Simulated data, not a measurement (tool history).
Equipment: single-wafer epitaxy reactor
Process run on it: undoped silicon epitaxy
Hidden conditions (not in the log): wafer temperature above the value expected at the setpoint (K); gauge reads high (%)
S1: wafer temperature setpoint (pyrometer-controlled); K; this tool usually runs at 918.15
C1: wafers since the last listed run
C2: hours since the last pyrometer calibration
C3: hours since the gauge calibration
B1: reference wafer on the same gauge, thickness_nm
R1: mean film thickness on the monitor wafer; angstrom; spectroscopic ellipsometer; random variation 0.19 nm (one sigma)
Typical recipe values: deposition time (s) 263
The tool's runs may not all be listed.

Run 1, hour 0.0: usual settings; C1 0; C2 882.9; C3 164.5; B1 45.066. Result: R1 346.01 angstrom.
Run 2, hour 14.3: usual settings; C1 126; C2 897.2; C3 178.8; B1 45.068. Result: R1 346.12 angstrom.
Run 3, hour 54.9: usual settings; C1 360; C2 937.8; C3 219.4; B1 45.098. Result: R1 341.97 angstrom.
Run 4, hour 62.0: usual settings; C1 62; C2 944.9; C3 226.5; B1 45.120. Result: R1 344.99 angstrom.
Run 5, hour 72.4: usual settings; C1 92; C2 955.3; C3 236.9; B1 45.078. Result: R1 345.76 angstrom.
At hour 80.0: gauge calibrated.
Run 6, hour 87.6: usual settings but S1 924.15 K, deposition time (s) 242; C1 134; C2 970.5; C3 7.6; B1 45.058. Result: R1 366.53 angstrom.
Run 7, hour 100.2: usual settings; C1 111; C2 983.1; C3 20.2; B1 45.078. Result: R1 338.74 angstrom.
Run 8, hour 114.9: usual settings; C1 130; C2 997.8; C3 34.9; B1 45.026. Result: R1 342.37 angstrom.
At hour 132.7: pyrometer calibrated.
Run 9, hour 133.2: usual settings but S1 933.15 K, deposition time (s) 236; C1 91; C2 0.5; C3 53.2; B1 45.075. Result: R1 481.32 angstrom.
Run 10, hour 145.1: usual settings but S1 922.15 K, deposition time (s) 229; C1 105; C2 12.4; C3 65.1; B1 45.063. Result: R1 362.37 angstrom.
Run 11, hour 155.3: usual settings but S1 932.15 K; C1 90; C2 22.6; C3 75.3; B1 45.136. Result: R1 524.31 angstrom.
Run 12, hour 162.9: usual settings but S1 931.15 K; C1 67; C2 30.2; C3 82.9; B1 45.087. Result: R1 508.77 angstrom.
Run 13, hour 173.0: usual settings but S1 908.15 K, deposition time (s) 218; C1 89; C2 40.3; C3 93.0; B1 45.172. Result: R1 243.18 angstrom.
Run 14, hour 181.0: usual settings; C1 70; C2 48.3; C3 101.0; B1 45.155. Result: R1 376.90 angstrom.
Run 15, hour 192.3: usual settings; C1 100; C2 59.6; C3 112.3; B1 45.098. Result: R1 373.80 angstrom.
Run 16, hour 206.9: usual settings but S1 923.15 K, deposition time (s) 249; C1 129; C2 74.2; C3 126.9; B1 45.068. Result: R1 400.05 angstrom.
Run 17, hour 223.3: usual settings but S1 907.15 K, deposition time (s) 279; C1 145; C2 90.6; C3 143.3; B1 45.102. Result: R1 302.65 angstrom.

Branching from run 17: 5 alternative next runs. What would each branch give?
Run A, hour 223.8: usual settings but deposition time (s) 300; C1 4; C2 91.1; C3 143.8; B1 ?. Result: R1 ?.
Run B, hour 223.8: usual settings but deposition time (s) 214; C1 4; C2 91.1; C3 143.8; B1 ?. Result: R1 ?.
Run C, hour 223.8: usual settings but S1 931.15 K, deposition time (s) 292; C1 4; C2 91.1; C3 143.8; B1 ?. Result: R1 ?.
Run D, hour 223.8: usual settings but S1 912.15 K, deposition time (s) 234; C1 4; C2 91.1; C3 143.8; B1 ?. Result: R1 ?.
Run E, hour 223.8: usual settings but S1 926.15 K, deposition time (s) 211; C1 4; C2 91.1; C3 143.8; B1 ?. Result: R1 ?.

run      B1      R1
  A  45.180  425.41
  B  45.180  303.46
  C  45.180  562.42
  D  45.180  287.17
  E  45.180  361.65
With the hidden condition removed and each run's random variation left untouched, the same runs would have given:
run      R1
  A  431.92
  B  308.10
  C  570.76
  D  291.63
  E  367.08

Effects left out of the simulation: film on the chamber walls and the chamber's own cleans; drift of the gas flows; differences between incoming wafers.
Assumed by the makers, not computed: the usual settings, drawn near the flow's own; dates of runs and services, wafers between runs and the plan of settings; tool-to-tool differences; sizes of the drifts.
